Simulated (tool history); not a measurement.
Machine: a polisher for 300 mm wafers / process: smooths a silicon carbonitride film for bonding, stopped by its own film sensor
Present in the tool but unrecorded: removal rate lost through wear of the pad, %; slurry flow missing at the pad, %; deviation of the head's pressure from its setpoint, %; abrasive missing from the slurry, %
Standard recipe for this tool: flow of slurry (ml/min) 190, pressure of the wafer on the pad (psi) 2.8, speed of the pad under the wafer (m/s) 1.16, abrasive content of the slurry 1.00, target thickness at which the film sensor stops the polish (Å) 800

run   hour  flow of slurry (ml/min)  pressure of the wafer on the pad (psi)  speed of the pad under the wafer (m/s)  abrasive content of the slurry  target thickness at which the film sensor stops the polish (Å)  wafers since the last listed run  wafers polished on this pad  hours since the slurry nozzle was cleaned  hours since the head pressure was calibrated  hours since the slurry blender was calibrated  incoming thickness of the incoming film, nm  time until the film sensor stopped the polish (s)
  1    0.0                      190                                     2.8                                    1.16                            1.00                                                             800                                 0                          166                                      160.8                                        1124.6                                          153.7                                         98.5                                               39.3
  2   14.5                      190                                     2.8                                    1.16                            1.00                                                             800                                76                          242                                      175.3                                        1139.1                                          168.2                                        100.0                                               43.3
  3   27.5                      190                                     3.5                                    1.16                            1.00                                                             800                                68                          310                                      188.3                                        1152.1                                          181.2                                         98.1                                               31.2
  4   41.6                      190                                     3.5                                    1.16                            1.00                                                             800                                73                          384                                      202.4                                        1166.2                                          195.3                                         98.3                                               31.7
      67.8  -- slurry blender recalibrated
  5   68.3                      190                                     2.8                                    0.90                            0.90                                                             800                               129                          514                                      229.1                                        1192.9                                            0.5                                         98.8                                               54.0
  6   82.9                      190                                     2.8                                    1.16                            1.00                                                             800                                76                          590                                      243.7                                        1207.5                                           15.1                                        100.0                                               43.0
  7  106.8                      190                                     2.8                                    1.16                            1.00                                                             800                               125                          716                                      267.6                                        1231.4                                           39.0                                         99.6                                               42.7
  8  134.6                      190                                     2.8                                    1.16                            1.00                                                             800                               145                          861                                      295.4                                        1259.2                                           66.8                                        100.6                                               44.2
  9  147.8                      190                                     2.8                                    1.16                            1.00                                                             800                                69                          930                                      308.6                                        1272.4                                           80.0                                         99.5                                               41.5
 10  160.8                      190                                     2.8                                    1.16                            0.80                                                             800                                68                          999                                      321.6                                        1285.4                                           93.0                                         99.8                                               50.0
     170.7  -- worn pad replaced by a new one
 11  176.0                      190                                     2.8                                    1.16                            0.80                                                             800                                58                           27                                      336.8                                        1300.6                                          108.2                                        100.2                                               51.7
 12  210.0                      190                                     2.8                                    1.16                            0.80                                                             800                               178                          206                                      370.8                                        1334.6                                          142.2                                        101.7                                               55.6
     214.4  -- head pressure recalibrated
 13  230.6                      190                                     2.8                                    1.16                            1.00                                                             800                                97                          303                                      391.4                                          16.2                                          162.8                                        100.3                                               44.4
 14  258.3                      190                                     2.8                                    1.38                            1.00                                                             800                               145                          448                                      419.1                                          43.9                                          190.5                                         99.9                                               38.2
     269.2  -- slurry blender recalibrated
 15  273.2                      165                                     2.8                                    1.44                            0.80                                                             800                                67                          516                                      434.0                                          58.8                                            4.0                                        101.1                                               46.7
 16  308.7                      190                                     2.8                                    1.16                            1.15                                                             800                               186                          702                                      469.5                                          94.3                                           39.5                                        100.0                                               40.5
 17  344.6                      190                                     2.8                                    1.16                            1.00                                                             800                               188                          890                                      505.4                                         130.2                                           75.4                                         98.0                                               40.5
     353.9  -- worn pad replaced by a new one
 18  376.4                      170                                     2.8                                    0.90                            1.00                                                             800                               145                          118                                      537.2                                         162.0                                          107.2                                        100.8                                               59.4
 19  394.0                      190                                     2.8                                    0.98                            1.30                                                             800                                92                          210                                      554.8                                         179.6                                          124.8                                         99.5                                               42.6
 20  418.6                      170                                     3.8                                    1.26                            0.85                                                             800                               128                          339                                      579.4                                         204.2                                          149.4                                        100.2                                               36.0
     423.8  -- slurry nozzle cleaned
 21  451.5                      190                                     2.8                                    1.16                            1.00                                                             800                               167                          506                                       27.7                                         237.1                                          182.3                                        100.1                                               43.3
 22  479.5                      190                                     2.8                                    1.16                            1.00                                                             800                               146                          653                                       55.7                                         265.1                                          210.3                                        100.1                                               43.0
     503.6  -- slurry blender recalibrated
 23  508.8                      235                                     2.8                                    1.16                            1.00                                                             800                               143                          796                                       85.0                                         294.4                                            5.2                                        102.0                                               45.4
     514.8  -- worn pad replaced by a new one
 24  532.0                      220                                     2.8                                    1.02                            1.00                                                             730                               100                           90                                      108.2                                         317.6                                           28.4                                        100.3                                               64.3
 25  558.8                      190                                     2.8                                    1.16                            1.00                                                             770                               140                          230                                      135.0                                         344.4                                           55.2                                         99.9                                               49.2
 26  570.8                      190                                     2.8                                    0.80                            1.30                                                             800                                62                          293                                      147.0                                         356.4                                           67.2                                        100.3                                               52.0
 27  597.6                      170                                     2.8                                    0.90                            1.00                                                             800                               140                          434                                      173.8                                         383.2                                           94.0                                        100.2                                               53.8

Below are 4 alternative next runs, each starting from the tool's condition after run 27. Predict each:
  A  598.0                      190                                     2.8                                    1.16                            0.75                                                             800                                 2                          436                                      174.2                                         383.6                                           94.4                                        101.7                                                  ?
  B  598.0                      190                                     2.8                                    1.16                            1.00                                                             750                                 2                          436                                      174.2                                         383.6                                           94.4                                        101.7                                                  ?
  C  598.0                      190                                     2.1                                    1.16                            1.20                                                             800                                 2                          436                                      174.2                                         383.6                                           94.4                                        101.7                                                  ?
  D  598.0                      170                                     2.8                                    0.82                            1.00                                                             800                                 2                          436                                      174.2                                         383.6                                           94.4                                        101.7                                                  ?

run  time until the film sensor stopped the polish (s)
  A                                               57.0
  B                                               56.6
  C                                               55.3
  D                                               61.9
What these runs would have given with no unlogged condition in the tool:
run  time until the film sensor stopped the polish (s)
  A                                               56.5
  B                                               56.1
  C                                               54.8
  D                                               61.3
